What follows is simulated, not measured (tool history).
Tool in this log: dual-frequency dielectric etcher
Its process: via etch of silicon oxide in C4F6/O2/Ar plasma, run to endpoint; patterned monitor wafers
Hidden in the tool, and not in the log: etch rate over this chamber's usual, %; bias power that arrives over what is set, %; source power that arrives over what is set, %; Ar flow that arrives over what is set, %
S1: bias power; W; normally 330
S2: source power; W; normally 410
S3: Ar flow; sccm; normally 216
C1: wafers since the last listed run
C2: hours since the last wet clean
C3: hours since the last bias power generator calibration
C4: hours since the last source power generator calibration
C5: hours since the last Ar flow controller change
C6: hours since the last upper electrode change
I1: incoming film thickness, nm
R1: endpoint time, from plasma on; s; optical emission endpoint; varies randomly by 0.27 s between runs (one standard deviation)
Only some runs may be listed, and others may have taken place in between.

run	hour	S1	S2	S3	C1	C2	C3	C4	C5	C6	I1	R1
1	0	330	410	258	0	293.7	2554.6	2304.9	1639	2930.2	145	38.3
2	24.8	330	410	216	200	318.5	2579.4	2329.7	1663.8	2955	144.1	37.3
3	52.1	330	410	216	220	345.8	2606.7	2357	1691.1	2982.3	145.9	37.8
# hour 92.5: wet clean of the chamber
# hour 105.3: upper electrode replaced
4	105.8	266	410	216	136	13.3	2660.4	2410.7	1744.8	0.5	143.7	40.4
5	143.9	266	410	216	307	51.4	2698.5	2448.8	1782.9	38.6	144.3	40.5
# hour 160.3: Ar flow controller replaced
6	168.2	330	410	216	147	75.7	2722.8	2473.1	7.9	62.9	146.5	37.5
7	220.9	330	410	216	425	128.4	2775.5	2525.8	60.6	115.6	144.9	38
8	285.9	330	410	216	524	193.4	2840.5	2590.8	125.6	180.6	144.1	37.2
9	343.4	330	410	216	464	250.9	2898	2648.3	183.1	238.1	143.1	37.3
10	407.6	330	490	191	518	315.1	2962.2	2712.5	247.3	302.3	144.9	33.6
# hour 468.2: bias power generator calibrated
11	471.6	402	380	240	484	379.1	3.4	2776.5	311.3	366.3	145.4	36.8
12	525.1	407	480	216	431	432.6	56.9	2830	364.8	419.8	146.6	31.7
13	550.3	393	490	230	203	457.8	82.1	2855.2	390	445	144.9	32
# hour 589.4: wet clean of the chamber
14	607.2	302	410	216	265	17.8	139	2912.1	446.9	501.9	143.4	38.8
15	672.1	379	350	216	523	82.7	203.9	2977	511.8	566.8	144.6	39.4
# hour 676.2: source power generator calibrated
16	714	361	350	216	305	124.6	245.8	37.8	553.7	608.7	145.2	41.4
17	771.5	260	510	188	464	182.1	303.3	95.3	611.2	666.2	145.1	37
18	807.8	298	410	216	292	218.4	339.6	131.6	647.5	702.5	146.4	40.8
19	871.8	267	410	216	516	282.4	403.6	195.6	711.5	766.5	145.5	42.6
20	999.5	385	350	233	1030	410.1	531.3	323.3	839.2	894.2	144.2	40.4
21	1029.5	270	440	171	242	440.1	561.3	353.3	869.2	924.2	143.2	38.5
# hour 1083.5: wet clean of the chamber
22	1100.5	330	410	216	379	17	632.3	424.3	940.2	995.2	145.2	38.8
23	1131.8	330	470	165	252	48.3	663.6	455.6	971.5	1026.5	143.8	34.2
24	1177.2	277	340	259	366	93.7	709	501	1016.9	1071.9	144.5	47.6
25	1237.3	330	410	216	485	153.8	769.1	561.1	1077	1132	145	38.6
26	1272.2	364	410	216	281	188.7	804	596	1111.9	1166.9	145.4	36.9
27	1335.5	277	340	259	510	252	867.3	659.3	1175.2	1230.2	144.7	47.3
28	1401.8	364	320	242	535	318.3	933.6	725.6	1241.5	1296.5	144.2	43.8
# hour 1471.3: wet clean of the chamber
29	1471.8	397	490	165	371	0.5	1003.6	795.6	1311.5	1366.5	144.7	31
30	1521.2	330	410	216	398	49.9	1053	845	1360.9	1415.9	145	38.7

What differs in the tool's unlogged condition from the final listed run ahead of each entry between runs to the first listed run following it?
Run 3 -> run 4: wet clean of the chamber (hour 92.5); upper electrode replaced (hour 105.3)
  source power that arrives over what is set, %: 5.3 -> 5.32
  measured minus no-state result, R1: -1.2 -> -1.3 s
Run 5 -> run 6: Ar flow controller replaced (hour 160.3)
  source power that arrives over what is set, %: 5.33 -> 5.34
  measured minus no-state result, R1: -1.3 -> -1.2 s
Run 10 -> run 11: bias power generator calibrated (hour 468.2)
  source power that arrives over what is set, %: 5.41 -> 5.43
  measured minus no-state result, R1: -1.1 -> -1.1 s
Run 13 -> run 14: wet clean of the chamber (hour 589.4)
  source power that arrives over what is set, %: 5.45 -> 5.46
  measured minus no-state result, R1: -1 -> -1.3 s
Run 15 -> run 16: source power generator calibrated (hour 676.2)
  source power that arrives over what is set, %: 5.47 -> -0.351
  measured minus no-state result, R1: -1.2 -> +0.1 s
Run 21 -> run 22: wet clean of the chamber (hour 1083.5)
  source power that arrives over what is set, %: 1.19 -> 1.46
  measured minus no-state result, R1: -0.3 -> -0.3 s
Run 28 -> run 29: wet clean of the chamber (hour 1471.3)
  source power that arrives over what is set, %: 2.41 -> 2.59
  measured minus no-state result, R1: -0.6 -> -0.5 s
